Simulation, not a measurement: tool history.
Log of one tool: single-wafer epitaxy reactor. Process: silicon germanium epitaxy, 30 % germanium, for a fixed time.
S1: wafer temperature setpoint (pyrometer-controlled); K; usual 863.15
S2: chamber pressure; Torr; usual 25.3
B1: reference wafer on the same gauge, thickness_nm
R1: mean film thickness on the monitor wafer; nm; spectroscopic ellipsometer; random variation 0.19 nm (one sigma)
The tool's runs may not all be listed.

run 1 day=0.000 | S1=863.15 S2=25.3 | B1=58.328 | R1=54.690
run 2 day=0.312 | S1=863.15 S2=25.3 | B1=58.247 | R1=54.668
run 3 day=0.571 | S1=863.15 S2=25.3 | B1=58.346 | R1=54.639
run 4 day=1.212 | S1=863.15 S2=25.3 | B1=58.160 | R1=55.131
run 5 day=1.683 | S1=863.15 S2=25.3 | B1=58.275 | R1=54.898
run 6 day=2.321 | S1=863.15 S2=25.3 | B1=58.295 | R1=54.977
run 7 day=3.054 | S1=863.15 S2=25.3 | B1=58.251 | R1=54.963
run 8 day=3.492 | S1=863.15 S2=23.9 | B1=58.341 | R1=54.258
run 9 day=4.238 | S1=863.15 S2=23.9 | B1=58.287 | R1=54.294
run 10 day=4.788 | S1=863.15 S2=23.9 | B1=58.329 | R1=53.982
run 11 day=5.146 | S1=863.15 S2=25.3 | B1=58.160 | R1=54.994
run 12 day=5.504 | S1=855.15 S2=25.3 | B1=58.295 | R1=48.063
run 13 day=6.029 | S1=855.15 S2=25.3 | B1=58.326 | R1=47.857
run 14 day=6.767 | S1=863.15 S2=25.3 | B1=58.321 | R1=55.128
run 15 day=7.438 | S1=863.15 S2=25.3 | B1=58.366 | R1=54.821
-- day=7.883 showerhead replaced
run 16 day=7.904 | S1=863.15 S2=22.6 | B1=58.309 | R1=53.565
run 17 day=8.250 | S1=863.15 S2=22.6 | B1=58.250 | R1=53.519
run 18 day=8.900 | S1=855.15 S2=28.5 | B1=58.433 | R1=49.860
run 19 day=9.708 | S1=852.15 S2=19.3 | B1=58.266 | R1=43.167
run 20 day=10.083 | S1=853.15 S2=19.8 | B1=58.388 | R1=43.940
run 21 day=10.808 | S1=849.15 S2=19.4 | B1=58.356 | R1=41.125
run 22 day=11.350 | S1=869.15 S2=23.0 | B1=58.312 | R1=59.457
run 23 day=11.933 | S1=871.15 S2=28.9 | B1=58.260 | R1=65.192
run 24 day=12.183 | S1=872.15 S2=27.2 | B1=58.284 | R1=65.383
-- day=12.617 pyrometer calibrated
run 25 day=12.712 | S1=869.15 S2=22.7 | B1=58.331 | R1=55.553
run 26 day=13.050 | S1=871.15 S2=25.3 | B1=58.390 | R1=58.839
-- day=13.346 gauge calibrated
run 27 day=13.583 | S1=859.15 S2=27.7 | B1=58.356 | R1=49.636
-- day=13.917 capacitance manometer re-zeroed and calibrated
run 28 day=14.188 | S1=874.15 S2=22.5 | B1=58.396 | R1=60.052
run 29 day=14.904 | S1=877.15 S2=25.3 | B1=58.290 | R1=64.933
run 30 day=15.462 | S1=852.15 S2=31.4 | B1=58.376 | R1=45.546
run 31 day=15.862 | S1=849.15 S2=23.3 | B1=58.239 | R1=40.226
run 32 day=16.217 | S1=863.15 S2=25.3 | B1=58.238 | R1=51.974
run 33 day=16.529 | S1=863.15 S2=25.3 | B1=58.307 | R1=51.759

The next listed run, before its measurement:
run 34 day=16.867 | S1=863.15 S2=25.3 | B1=? | R1=?

{"run 34": {"B1": 58.315, "R1": 51.948}}
Without the tool's hidden state the same run would have given R1 50.750 nm.
